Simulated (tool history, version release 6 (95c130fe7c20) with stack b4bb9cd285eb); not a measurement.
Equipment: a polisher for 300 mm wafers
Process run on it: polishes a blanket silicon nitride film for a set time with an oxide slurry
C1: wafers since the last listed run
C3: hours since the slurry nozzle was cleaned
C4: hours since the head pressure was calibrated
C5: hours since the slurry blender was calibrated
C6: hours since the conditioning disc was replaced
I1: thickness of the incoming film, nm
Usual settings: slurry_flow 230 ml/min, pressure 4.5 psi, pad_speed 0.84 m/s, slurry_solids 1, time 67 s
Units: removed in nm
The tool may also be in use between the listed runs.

{"run": 1, "hour": 0.0, "slurry_flow": 230, "pressure": 4.5, "pad_speed": 0.84, "slurry_solids": 1, "time": 67, "C1": 0, "wafers polished on this pad": 1216, "C3": 273.9, "C4": 427.1, "C5": 135.8, "C6": 340, "I1": 497.4, "removed": 43.5}
{"run": 2, "hour": 66.8, "slurry_flow": 230, "pressure": 4.5, "pad_speed": 0.84, "slurry_solids": 1, "time": 67, "C1": 531, "wafers polished on this pad": 1747, "C3": 340.7, "C4": 493.9, "C5": 202.6, "C6": 406.8, "I1": 502.8, "removed": 43.9}
{"hour": 108.6, "done": "slurry nozzle cleaned"}
{"hour": 156.5, "done": "conditioning disc replaced and pad reconditioned"}
{"run": 3, "hour": 174.3, "slurry_flow": 230, "pressure": 4.5, "pad_speed": 0.84, "slurry_solids": 1, "time": 67, "C1": 831, "wafers polished on this pad": 2578, "C3": 65.7, "C4": 601.4, "C5": 310.1, "C6": 17.8, "I1": 490.6, "removed": 42.5}
{"hour": 231.6, "done": "slurry blender recalibrated"}
{"run": 4, "hour": 241.6, "slurry_flow": 230, "pressure": 5, "pad_speed": 0.84, "slurry_solids": 1, "time": 67, "C1": 519, "wafers polished on this pad": 3098, "C3": 133, "C4": 668.7, "C5": 10, "C6": 85.1, "I1": 504.6, "removed": 50.2}
{"hour": 260.3, "done": "worn pad replaced by a new one"}
{"run": 5, "hour": 313.6, "slurry_flow": 230, "pressure": 5, "pad_speed": 0.84, "slurry_solids": 1, "time": 67, "C1": 540, "wafers polished on this pad": 423, "C3": 205, "C4": 740.7, "C5": 82, "C6": 157.1, "I1": 502.6, "removed": 48.7}
{"run": 6, "hour": 378.0, "slurry_flow": 230, "pressure": 5, "pad_speed": 0.84, "slurry_solids": 1, "time": 67, "C1": 512, "wafers polished on this pad": 935, "C3": 269.4, "C4": 805.1, "C5": 146.4, "C6": 221.5, "I1": 501.5, "removed": 48.2}
{"run": 7, "hour": 454.1, "slurry_flow": 175, "pressure": 4.5, "pad_speed": 0.84, "slurry_solids": 1, "time": 67, "C1": 605, "wafers polished on this pad": 1540, "C3": 345.5, "C4": 881.2, "C5": 222.5, "C6": 297.6, "I1": 507.1, "removed": 40.8}
{"hour": 473.5, "done": "slurry nozzle cleaned"}
{"run": 8, "hour": 508.9, "slurry_flow": 175, "pressure": 4.5, "pad_speed": 0.84, "slurry_solids": 1, "time": 67, "C1": 427, "wafers polished on this pad": 1968, "C3": 35.4, "C4": 936, "C5": 277.3, "C6": 352.4, "I1": 495.7, "removed": 42.6}
{"run": 9, "hour": 556.6, "slurry_flow": 230, "pressure": 4.5, "pad_speed": 0.84, "slurry_solids": 0.8, "time": 67, "C1": 379, "wafers polished on this pad": 2348, "C3": 83.1, "C4": 983.7, "C5": 325, "C6": 400.1, "I1": 499.6, "removed": 41.3}
{"hour": 580.6, "done": "conditioning disc replaced and pad reconditioned"}
{"run": 10, "hour": 601.9, "slurry_flow": 230, "pressure": 4.5, "pad_speed": 0.84, "slurry_solids": 1, "time": 72, "C1": 344, "wafers polished on this pad": 2692, "C3": 128.4, "C4": 1029, "C5": 370.3, "C6": 21.3, "I1": 497.2, "removed": 46}
{"hour": 621.8, "done": "worn pad replaced by a new one"}
{"hour": 630.8, "done": "slurry blender recalibrated"}
{"run": 11, "hour": 645.9, "slurry_flow": 230, "pressure": 4.5, "pad_speed": 0.84, "slurry_solids": 1, "time": 72, "C1": 302, "wafers polished on this pad": 175, "C3": 172.4, "C4": 1073, "C5": 15.1, "C6": 65.3, "I1": 509.1, "removed": 46.9}
{"run": 12, "hour": 728.7, "slurry_flow": 230, "pressure": 4.5, "pad_speed": 0.84, "slurry_solids": 1, "time": 67, "C1": 658, "wafers polished on this pad": 834, "C3": 255.2, "C4": 1155.8, "C5": 97.9, "C6": 148.1, "I1": 497.8, "removed": 42.5}
{"hour": 855.9, "done": "head pressure recalibrated"}
{"hour": 956.9, "done": "slurry nozzle cleaned"}
{"run": 13, "hour": 1031.2, "slurry_flow": 230, "pressure": 5, "pad_speed": 0.84, "slurry_solids": 1, "time": 67, "C1": 2381, "wafers polished on this pad": 3216, "C3": 74.3, "C4": 175.3, "C5": 400.4, "C6": 450.6, "I1": 488.8, "removed": 44.3}
{"hour": 1072.1, "done": "worn pad replaced by a new one"}
{"hour": 1080.7, "done": "slurry blender recalibrated"}
{"hour": 1089.6, "done": "conditioning disc replaced and pad reconditioned"}
{"run": 14, "hour": 1091.1, "slurry_flow": 230, "pressure": 3, "pad_speed": 0.84, "slurry_solids": 1, "time": 76, "C1": 412, "wafers polished on this pad": 119, "C3": 134.2, "C4": 235.2, "C5": 10.4, "C6": 1.5, "I1": 489, "removed": 31.2}
{"run": 15, "hour": 1136.3, "slurry_flow": 230, "pressure": 4.5, "pad_speed": 0.84, "slurry_solids": 1, "time": 67, "C1": 359, "wafers polished on this pad": 479, "C3": 179.4, "C4": 280.4, "C5": 55.6, "C6": 46.7, "I1": 499.6, "removed": 40.2}
{"run": 16, "hour": 1214.1, "slurry_flow": 260, "pressure": 4.5, "pad_speed": 0.84, "slurry_solids": 1, "time": 83, "C1": 618, "wafers polished on this pad": 1097, "C3": 257.2, "C4": 358.2, "C5": 133.4, "C6": 124.5, "I1": 501.2, "removed": 49.4}
{"hour": 1269.4, "done": "head pressure recalibrated, repeated, since the last time left the tool worse"}
{"hour": 1442.9, "done": "slurry nozzle cleaned"}
{"run": 17, "hour": 1462.8, "slurry_flow": 230, "pressure": 4.5, "pad_speed": 0.84, "slurry_solids": 1, "time": 67, "C1": 1953, "wafers polished on this pad": 3051, "C3": 19.9, "C4": 193.4, "C5": 382.1, "C6": 373.2, "I1": 492.1, "removed": 45}
{"run": 18, "hour": 1515.0, "slurry_flow": 230, "pressure": 4.5, "pad_speed": 0.84, "slurry_solids": 1, "time": 67, "C1": 415, "wafers polished on this pad": 3466, "C3": 72.1, "C4": 245.6, "C5": 434.3, "C6": 425.4, "I1": 504, "removed": 45.6}
{"hour": 1559.8, "done": "slurry blender recalibrated"}
{"hour": 1560.0, "done": "worn pad replaced by a new one"}
{"hour": 1572.6, "done": "conditioning disc replaced and pad reconditioned"}
{"run": 19, "hour": 1597.7, "slurry_flow": 230, "pressure": 4.5, "pad_speed": 0.84, "slurry_solids": 1.25, "time": 76, "C1": 624, "wafers polished on this pad": 284, "C3": 154.8, "C4": 328.3, "C5": 37.9, "C6": 25.1, "I1": 498.3, "removed": 53.5}
{"run": 20, "hour": 1667.5, "slurry_flow": 230, "pressure": 4.9, "pad_speed": 0.84, "slurry_solids": 0.7, "time": 67, "C1": 555, "wafers polished on this pad": 839, "C3": 224.6, "C4": 398.1, "C5": 107.7, "C6": 94.9, "I1": 492, "removed": 43.6}
{"run": 21, "hour": 1729.8, "slurry_flow": 230, "pressure": 4.5, "pad_speed": 0.84, "slurry_solids": 1, "time": 67, "C1": 495, "wafers polished on this pad": 1334, "C3": 286.9, "C4": 460.4, "C5": 170, "C6": 157.2, "I1": 495.3, "removed": 44.5}
{"run": 22, "hour": 1818.2, "slurry_flow": 230, "pressure": 4, "pad_speed": 0.84, "slurry_solids": 1, "time": 67, "C1": 703, "wafers polished on this pad": 2037, "C3": 375.3, "C4": 548.8, "C5": 258.4, "C6": 245.6, "I1": 502.5, "removed": 38.4}
{"hour": 1829.1, "done": "slurry nozzle cleaned"}
{"run": 23, "hour": 1876.7, "slurry_flow": 160, "pressure": 3.7, "pad_speed": 0.84, "slurry_solids": 1.15, "time": 67, "C1": 457, "wafers polished on this pad": 2494, "C3": 47.6, "C4": 607.3, "C5": 316.9, "C6": 304.1, "I1": 510.8, "removed": 35.4}
{"run": 24, "hour": 1967.8, "slurry_flow": 295, "pressure": 4.5, "pad_speed": 0.84, "slurry_solids": 1, "time": 46, "C1": 724, "wafers polished on this pad": 3219, "C3": 138.7, "C4": 698.4, "C5": 408, "C6": 395.2, "I1": 496.3, "removed": 30.7}
{"hour": 1975.4, "done": "slurry blender recalibrated"}
{"hour": 2030.4, "done": "worn pad replaced by a new one"}
{"hour": 2034.5, "done": "conditioning disc replaced and pad reconditioned"}
{"run": 25, "hour": 2056.9, "slurry_flow": 230, "pressure": 4.1, "pad_speed": 0.66, "slurry_solids": 0.75, "time": 50, "C1": 644, "wafers polished on this pad": 194, "C3": 227.8, "C4": 787.5, "C5": 81.5, "C6": 22.4, "I1": 508.3, "removed": 23.1}

Consider 4 possible next runs. They are alternatives, not a sequence: every one starts from the tool as it was left by run 25. What does each give?
{"run": "A", "hour": 2057.3, "slurry_flow": 230, "pressure": 4.5, "pad_speed": 0.84, "slurry_solids": 1, "time": 67, "C1": 3, "wafers polished on this pad": 197, "C3": 228.2, "C4": 787.9, "C5": 81.9, "C6": 22.8, "I1": 502.9, "removed": "?"}
{"run": "B", "hour": 2057.3, "slurry_flow": 230, "pressure": 4.5, "pad_speed": 0.84, "slurry_solids": 1.15, "time": 67, "C1": 3, "wafers polished on this pad": 197, "C3": 228.2, "C4": 787.9, "C5": 81.9, "C6": 22.8, "I1": 502.9, "removed": "?"}
{"run": "C", "hour": 2057.3, "slurry_flow": 230, "pressure": 4.5, "pad_speed": 0.64, "slurry_solids": 1, "time": 67, "C1": 3, "wafers polished on this pad": 197, "C3": 228.2, "C4": 787.9, "C5": 81.9, "C6": 22.8, "I1": 502.9, "removed": "?"}
{"run": "D", "hour": 2057.3, "slurry_flow": 310, "pressure": 4.5, "pad_speed": 0.84, "slurry_solids": 1, "time": 85, "C1": 3, "wafers polished on this pad": 197, "C3": 228.2, "C4": 787.9, "C5": 81.9, "C6": 22.8, "I1": 502.9, "removed": "?"}

run=A removed=44.7
run=B removed=46.7
run=C removed=38
run=D removed=58.6
Take away the tool's hidden state, keep each run's random variation, and the runs would have read:
run=A removed=47.5
run=B removed=49.6
run=C removed=40.3
run=D removed=62.2
